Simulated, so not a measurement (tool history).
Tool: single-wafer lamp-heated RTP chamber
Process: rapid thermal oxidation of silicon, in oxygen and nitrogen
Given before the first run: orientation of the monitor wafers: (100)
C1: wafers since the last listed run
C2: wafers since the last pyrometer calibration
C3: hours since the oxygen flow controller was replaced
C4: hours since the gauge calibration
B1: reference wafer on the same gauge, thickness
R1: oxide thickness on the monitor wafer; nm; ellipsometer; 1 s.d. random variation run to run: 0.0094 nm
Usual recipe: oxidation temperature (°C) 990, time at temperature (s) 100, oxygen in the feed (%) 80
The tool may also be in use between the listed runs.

run 1 hour=0.0 | oxidation_temperature_(°C)=990 time_at_temperature_(s)=100 oxygen_in_the_feed_(%)=80 | C1=0 C2=6926 C3=1428.9 C4=666.9 | B1=7.252 | R1=6.372
-- hour=64.8 pyrometer window cleaned and pyrometer calibrated
run 2 hour=65.3 | oxidation_temperature_(°C)=990 time_at_temperature_(s)=100 oxygen_in_the_feed_(%)=80 | C1=913 C2=8 C3=1494.2 C4=732.2 | B1=7.249 | R1=6.312
run 3 hour=103.4 | oxidation_temperature_(°C)=990 time_at_temperature_(s)=100 oxygen_in_the_feed_(%)=80 | C1=607 C2=615 C3=1532.3 C4=770.3 | B1=7.250 | R1=6.315
run 4 hour=158.6 | oxidation_temperature_(°C)=990 time_at_temperature_(s)=117 oxygen_in_the_feed_(%)=80 | C1=880 C2=1496 C3=1587.5 C4=825.5 | B1=7.249 | R1=6.770
run 5 hour=219.7 | oxidation_temperature_(°C)=990 time_at_temperature_(s)=117 oxygen_in_the_feed_(%)=80 | C1=974 C2=2470 C3=1648.6 C4=886.6 | B1=7.251 | R1=6.800
run 6 hour=284.6 | oxidation_temperature_(°C)=990 time_at_temperature_(s)=117 oxygen_in_the_feed_(%)=80 | C1=1035 C2=3506 C3=1713.5 C4=951.5 | B1=7.250 | R1=6.792
run 7 hour=343.5 | oxidation_temperature_(°C)=1008 time_at_temperature_(s)=100 oxygen_in_the_feed_(%)=92 | C1=939 C2=4445 C3=1772.4 C4=1010.4 | B1=7.252 | R1=7.622
run 8 hour=413.4 | oxidation_temperature_(°C)=1008 time_at_temperature_(s)=100 oxygen_in_the_feed_(%)=92 | C1=1114 C2=5560 C3=1842.3 C4=1080.3 | B1=7.250 | R1=7.610
-- hour=487.0 pyrometer window cleaned and pyrometer calibrated
run 9 hour=487.5 | oxidation_temperature_(°C)=1008 time_at_temperature_(s)=100 oxygen_in_the_feed_(%)=92 | C1=1054 C2=7 C3=1916.4 C4=1154.4 | B1=7.252 | R1=7.574
run 10 hour=546.9 | oxidation_temperature_(°C)=990 time_at_temperature_(s)=100 oxygen_in_the_feed_(%)=80 | C1=947 C2=955 C3=1975.8 C4=1213.8 | B1=7.253 | R1=6.316
-- hour=583.3 gauge calibrated
run 11 hour=592.0 | oxidation_temperature_(°C)=990 time_at_temperature_(s)=100 oxygen_in_the_feed_(%)=80 | C1=719 C2=1674 C3=2020.9 C4=8.7 | B1=7.251 | R1=6.329
run 12 hour=643.3 | oxidation_temperature_(°C)=990 time_at_temperature_(s)=100 oxygen_in_the_feed_(%)=80 | C1=818 C2=2492 C3=2072.2 C4=60.0 | B1=7.252 | R1=6.325
run 13 hour=710.7 | oxidation_temperature_(°C)=1011 time_at_temperature_(s)=100 oxygen_in_the_feed_(%)=80 | C1=1075 C2=3567 C3=2139.6 C4=127.4 | B1=7.244 | R1=7.402
run 14 hour=771.7 | oxidation_temperature_(°C)=1011 time_at_temperature_(s)=100 oxygen_in_the_feed_(%)=80 | C1=972 C2=4540 C3=2200.6 C4=188.4 | B1=7.244 | R1=7.446
run 15 hour=888.7 | oxidation_temperature_(°C)=990 time_at_temperature_(s)=100 oxygen_in_the_feed_(%)=80 | C1=1866 C2=6406 C3=2317.6 C4=305.4 | B1=7.253 | R1=6.393
run 16 hour=958.9 | oxidation_temperature_(°C)=990 time_at_temperature_(s)=100 oxygen_in_the_feed_(%)=80 | C1=1119 C2=7526 C3=2387.8 C4=375.6 | B1=7.254 | R1=6.425
-- hour=1007.9 pyrometer window cleaned and pyrometer calibrated
run 17 hour=1008.4 | oxidation_temperature_(°C)=990 time_at_temperature_(s)=141 oxygen_in_the_feed_(%)=80 | C1=661 C2=7 C3=2437.3 C4=425.1 | B1=7.254 | R1=7.440
run 18 hour=1048.2 | oxidation_temperature_(°C)=1010 time_at_temperature_(s)=123 oxygen_in_the_feed_(%)=98 | C1=634 C2=642 C3=2477.1 C4=464.9 | B1=7.250 | R1=8.654
run 19 hour=1091.9 | oxidation_temperature_(°C)=990 time_at_temperature_(s)=100 oxygen_in_the_feed_(%)=80 | C1=697 C2=1339 C3=2520.8 C4=508.6 | B1=7.253 | R1=6.350
-- hour=1104.3 oxygen flow controller replaced
run 20 hour=1141.7 | oxidation_temperature_(°C)=980 time_at_temperature_(s)=59 oxygen_in_the_feed_(%)=50 | C1=666 C2=2006 C3=37.4 C4=558.4 | B1=7.251 | R1=4.009
run 21 hour=1184.4 | oxidation_temperature_(°C)=990 time_at_temperature_(s)=100 oxygen_in_the_feed_(%)=80 | C1=681 C2=2687 C3=80.1 C4=601.1 | B1=7.250 | R1=6.331
run 22 hour=1244.6 | oxidation_temperature_(°C)=969 time_at_temperature_(s)=67 oxygen_in_the_feed_(%)=98 | C1=960 C2=3647 C3=140.3 C4=661.3 | B1=7.246 | R1=4.871
run 23 hour=1304.8 | oxidation_temperature_(°C)=1020 time_at_temperature_(s)=127 oxygen_in_the_feed_(%)=80 | C1=960 C2=4607 C3=200.5 C4=721.5 | B1=7.245 | R1=8.807
run 24 hour=1339.0 | oxidation_temperature_(°C)=968 time_at_temperature_(s)=57 oxygen_in_the_feed_(%)=66 | C1=545 C2=5153 C3=234.7 C4=755.7 | B1=7.253 | R1=3.991
run 25 hour=1400.3 | oxidation_temperature_(°C)=1009 time_at_temperature_(s)=100 oxygen_in_the_feed_(%)=80 | C1=977 C2=6131 C3=296.0 C4=817.0 | B1=7.250 | R1=7.339
-- hour=1506.1 pyrometer window cleaned and pyrometer calibrated
run 26 hour=1506.6 | oxidation_temperature_(°C)=990 time_at_temperature_(s)=64 oxygen_in_the_feed_(%)=80 | C1=1567 C2=8 C3=402.3 C4=923.3 | B1=7.250 | R1=5.184
run 27 hour=1536.6 | oxidation_temperature_(°C)=1004 time_at_temperature_(s)=139 oxygen_in_the_feed_(%)=59 | C1=478 C2=487 C3=432.3 C4=953.3 | B1=7.247 | R1=7.278
run 28 hour=1732.4 | oxidation_temperature_(°C)=1011 time_at_temperature_(s)=131 oxygen_in_the_feed_(%)=98 | C1=3123 C2=3610 C3=628.1 C4=1149.1 | B1=7.253 | R1=8.990
run 29 hour=1776.7 | oxidation_temperature_(°C)=966 time_at_temperature_(s)=100 oxygen_in_the_feed_(%)=58 | C1=706 C2=4316 C3=672.4 C4=1193.4 | B1=7.251 | R1=4.753
run 30 hour=1813.6 | oxidation_temperature_(°C)=963 time_at_temperature_(s)=100 oxygen_in_the_feed_(%)=80 | C1=588 C2=4905 C3=709.3 C4=1230.3 | B1=7.248 | R1=5.198
run 31 hour=1879.7 | oxidation_temperature_(°C)=1012 time_at_temperature_(s)=100 oxygen_in_the_feed_(%)=98 | C1=1054 C2=5959 C3=775.4 C4=1296.4 | B1=7.253 | R1=8.029
run 32 hour=1930.7 | oxidation_temperature_(°C)=990 time_at_temperature_(s)=100 oxygen_in_the_feed_(%)=80 | C1=813 C2=6773 C3=826.4 C4=1347.4 | B1=7.252 | R1=6.387
-- hour=1961.3 gauge calibrated
run 33 hour=1967.8 | oxidation_temperature_(°C)=990 time_at_temperature_(s)=100 oxygen_in_the_feed_(%)=80 | C1=591 C2=7365 C3=863.5 C4=6.5 | B1=7.254 | R1=6.390
-- hour=1983.2 pyrometer window cleaned and pyrometer calibrated
run 34 hour=2008.1 | oxidation_temperature_(°C)=1011 time_at_temperature_(s)=100 oxygen_in_the_feed_(%)=69 | C1=515 C2=397 C3=903.8 C4=46.8 | B1=7.253 | R1=7.000
run 35 hour=2069.3 | oxidation_temperature_(°C)=1017 time_at_temperature_(s)=148 oxygen_in_the_feed_(%)=98 | C1=976 C2=1374 C3=965.0 C4=108.0 | B1=7.246 | R1=9.900
run 36 hour=2124.0 | oxidation_temperature_(°C)=1008 time_at_temperature_(s)=120 oxygen_in_the_feed_(%)=71 | C1=872 C2=2246 C3=1019.7 C4=162.7 | B1=7.254 | R1=7.522

Branching from run 36: 5 alternative next runs. What would each branch give?
run A hour=2124.4 | oxidation_temperature_(°C)=990 time_at_temperature_(s)=100 oxygen_in_the_feed_(%)=80 | C1=6 C2=2252 C3=1020.1 C4=163.1 | B1=? | R1=?
run B hour=2124.4 | oxidation_temperature_(°C)=1016 time_at_temperature_(s)=67 oxygen_in_the_feed_(%)=93 | C1=6 C2=2252 C3=1020.1 C4=163.1 | B1=? | R1=?
run C hour=2124.4 | oxidation_temperature_(°C)=1006 time_at_temperature_(s)=65 oxygen_in_the_feed_(%)=80 | C1=6 C2=2252 C3=1020.1 C4=163.1 | B1=? | R1=?
run D hour=2124.4 | oxidation_temperature_(°C)=990 time_at_temperature_(s)=100 oxygen_in_the_feed_(%)=65 | C1=6 C2=2252 C3=1020.1 C4=163.1 | B1=? | R1=?
run E hour=2124.4 | oxidation_temperature_(°C)=1003 time_at_temperature_(s)=72 oxygen_in_the_feed_(%)=80 | C1=6 C2=2252 C3=1020.1 C4=163.1 | B1=? | R1=?

run=A B1=7.248 R1=6.317
run=B B1=7.248 R1=6.733
run=C B1=7.248 R1=5.868
run=D B1=7.248 R1=5.883
run=E B1=7.248 R1=6.006
Take away the tool's hidden state, keep each run's random variation, and the runs would have read:
run=A R1=6.292
run=B R1=6.713
run=C R1=5.845
run=D R1=5.852
run=E R1=5.983
